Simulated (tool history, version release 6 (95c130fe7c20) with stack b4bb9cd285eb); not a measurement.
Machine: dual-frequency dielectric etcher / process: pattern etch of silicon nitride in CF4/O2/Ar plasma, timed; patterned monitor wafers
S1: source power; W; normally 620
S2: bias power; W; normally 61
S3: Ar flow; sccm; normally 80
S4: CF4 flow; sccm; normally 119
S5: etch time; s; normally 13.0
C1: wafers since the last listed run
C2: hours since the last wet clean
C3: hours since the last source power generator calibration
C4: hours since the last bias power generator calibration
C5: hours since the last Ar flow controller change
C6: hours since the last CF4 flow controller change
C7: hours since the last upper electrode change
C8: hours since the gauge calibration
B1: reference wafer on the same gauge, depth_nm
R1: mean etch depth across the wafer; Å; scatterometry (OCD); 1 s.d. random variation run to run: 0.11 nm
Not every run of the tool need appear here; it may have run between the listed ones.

Run 1, hour 0.0: usual settings; C1 0; C2 439.3; C3 2984.8; C4 2443.4; C5 4448.6; C6 6008.3; C7 3260.9; C8 781.2; B1 28.88. Result: R1 312.8 Å.
Run 2, hour 32.8: usual settings; C1 606; C2 472.1; C3 3017.6; C4 2476.2; C5 4481.4; C6 6041.1; C7 3293.7; C8 814.0; B1 28.89. Result: R1 310.3 Å.
Run 3, hour 75.0: usual settings but S4 140 sccm; C1 780; C2 514.3; C3 3059.8; C4 2518.4; C5 4523.6; C6 6083.3; C7 3335.9; C8 856.2; B1 28.90. Result: R1 317.3 Å.
Run 4, hour 134.1: usual settings but S4 140 sccm; C1 1092; C2 573.4; C3 3118.9; C4 2577.5; C5 4582.7; C6 6142.4; C7 3395.0; C8 915.3; B1 28.86. Result: R1 316.9 Å.
At hour 156.2: CF4 flow controller replaced.
At hour 193.9: wet clean of the chamber.
At hour 197.6: gauge calibrated.
Run 5, hour 202.9: usual settings; C1 717; C2 9.0; C3 3187.7; C4 2646.3; C5 4651.5; C6 46.7; C7 3463.8; C8 5.3; B1 28.90. Result: R1 312.9 Å.
At hour 226.4: source power generator calibrated.
Run 6, hour 252.2: usual settings; C1 837; C2 58.3; C3 25.8; C4 2695.6; C5 4700.8; C6 96.0; C7 3513.1; C8 54.6; B1 28.87. Result: R1 304.8 Å.
Run 7, hour 318.2: usual settings; C1 1220; C2 124.3; C3 91.8; C4 2761.6; C5 4766.8; C6 162.0; C7 3579.1; C8 120.6; B1 28.90. Result: R1 302.5 Å.
Run 8, hour 365.4: usual settings but S2 56 W, S3 62 sccm, S4 139 sccm; C1 872; C2 171.5; C3 139.0; C4 2808.8; C5 4814.0; C6 209.2; C7 3626.3; C8 167.8; B1 28.86. Result: R1 305.3 Å.
Run 9, hour 398.8: usual settings but S3 92 sccm; C1 617; C2 204.9; C3 172.4; C4 2842.2; C5 4847.4; C6 242.6; C7 3659.7; C8 201.2; B1 28.88. Result: R1 296.9 Å.
At hour 422.4: bias power generator calibrated.
Run 10, hour 432.5: usual settings but S1 720 W, S2 56 W, S3 69 sccm, S4 129 sccm; C1 549; C2 238.6; C3 206.1; C4 10.1; C5 4881.1; C6 276.3; C7 3693.4; C8 234.9; B1 28.89. Result: R1 350.1 Å.
At hour 461.5: source power generator calibrated, repeated, since the last time left the tool worse.
Run 11, hour 482.6: usual settings; C1 852; C2 288.7; C3 21.1; C4 60.2; C5 4931.2; C6 326.4; C7 3743.5; C8 285.0; B1 28.92. Result: R1 327.2 Å.
Run 12, hour 513.6: usual settings but S4 91 sccm; C1 573; C2 319.7; C3 52.1; C4 91.2; C5 4962.2; C6 357.4; C7 3774.5; C8 316.0; B1 28.93. Result: R1 314.7 Å.
Run 13, hour 554.7: usual settings but S1 530 W, S2 67 W; C1 759; C2 360.8; C3 93.2; C4 132.3; C5 5003.3; C6 398.5; C7 3815.6; C8 357.1; B1 28.90. Result: R1 284.8 Å.
At hour 581.3: upper electrode replaced.
Run 14, hour 624.8: usual settings but S1 520 W, S3 60 sccm, S5 9.0 s; C1 852; C2 430.9; C3 163.3; C4 202.4; C5 5073.4; C6 468.6; C7 43.5; C8 427.2; B1 28.92. Result: R1 191.3 Å.
At hour 639.1: Ar flow controller replaced.
Run 15, hour 684.1: usual settings; C1 985; C2 490.2; C3 222.6; C4 261.7; C5 45.0; C6 527.9; C7 102.8; C8 486.5; B1 28.90. Result: R1 325.1 Å.
At hour 737.6: wet clean of the chamber.
Run 16, hour 738.1: usual settings but S4 146 sccm; C1 554; C2 0.5; C3 276.6; C4 315.7; C5 99.0; C6 581.9; C7 156.8; C8 540.5; B1 28.89. Result: R1 329.9 Å.
Run 17, hour 747.0: usual settings but S1 530 W, S2 51 W, S3 99 sccm, S5 16.0 s; C1 164; C2 9.4; C3 285.5; C4 324.6; C5 107.9; C6 590.8; C7 165.7; C8 549.4; B1 28.88. Result: R1 301.8 Å.
Run 18, hour 775.1: usual settings but S2 46 W, S5 12.0 s; C1 519; C2 37.5; C3 313.6; C4 352.7; C5 136.0; C6 618.9; C7 193.8; C8 577.5; B1 28.95. Result: R1 263.2 Å.
Run 19, hour 815.8: usual settings but S1 500 W, S2 55 W, S3 63 sccm; C1 752; C2 78.2; C3 354.3; C4 393.4; C5 176.7; C6 659.6; C7 234.5; C8 618.2; B1 28.91. Result: R1 251.3 Å.
Run 20, hour 877.1: usual settings but S1 680 W; C1 1133; C2 139.5; C3 415.6; C4 454.7; C5 238.0; C6 720.9; C7 295.8; C8 679.5; B1 28.86. Result: R1 355.6 Å.
Run 21, hour 925.4: usual settings but S3 89 sccm; C1 892; C2 187.8; C3 463.9; C4 503.0; C5 286.3; C6 769.2; C7 344.1; C8 727.8; B1 28.90. Result: R1 318.2 Å.

What if the next run were any one of these 4? Each begins from the tool's condition after run 21:
Run A, hour 925.8: usual settings but S5 9.0 s; C1 7; C2 188.2; C3 464.3; C4 503.4; C5 286.7; C6 769.6; C7 344.5; C8 728.2; B1 ?. Result: R1 ?.
Run B, hour 925.8: usual settings but S1 750 W, S2 68 W, S3 64 sccm; C1 7; C2 188.2; C3 464.3; C4 503.4; C5 286.7; C6 769.6; C7 344.5; C8 728.2; B1 ?. Result: R1 ?.
Run C, hour 925.8: usual settings but S3 94 sccm; C1 7; C2 188.2; C3 464.3; C4 503.4; C5 286.7; C6 769.6; C7 344.5; C8 728.2; B1 ?. Result: R1 ?.
Run D, hour 925.8: usual settings but S1 510 W, S3 71 sccm, S4 133 sccm, S5 14.5 s; C1 7; C2 188.2; C3 464.3; C4 503.4; C5 286.7; C6 769.6; C7 344.5; C8 728.2; B1 ?. Result: R1 ?.

run     B1     R1
  A  28.93  223.7
  B  28.93  424.1
  C  28.93  316.7
  D  28.93  299.3
What these runs would have given with no unlogged condition in the tool:
run     R1
  A  224.6
  B  425.7
  C  317.9
  D  300.5

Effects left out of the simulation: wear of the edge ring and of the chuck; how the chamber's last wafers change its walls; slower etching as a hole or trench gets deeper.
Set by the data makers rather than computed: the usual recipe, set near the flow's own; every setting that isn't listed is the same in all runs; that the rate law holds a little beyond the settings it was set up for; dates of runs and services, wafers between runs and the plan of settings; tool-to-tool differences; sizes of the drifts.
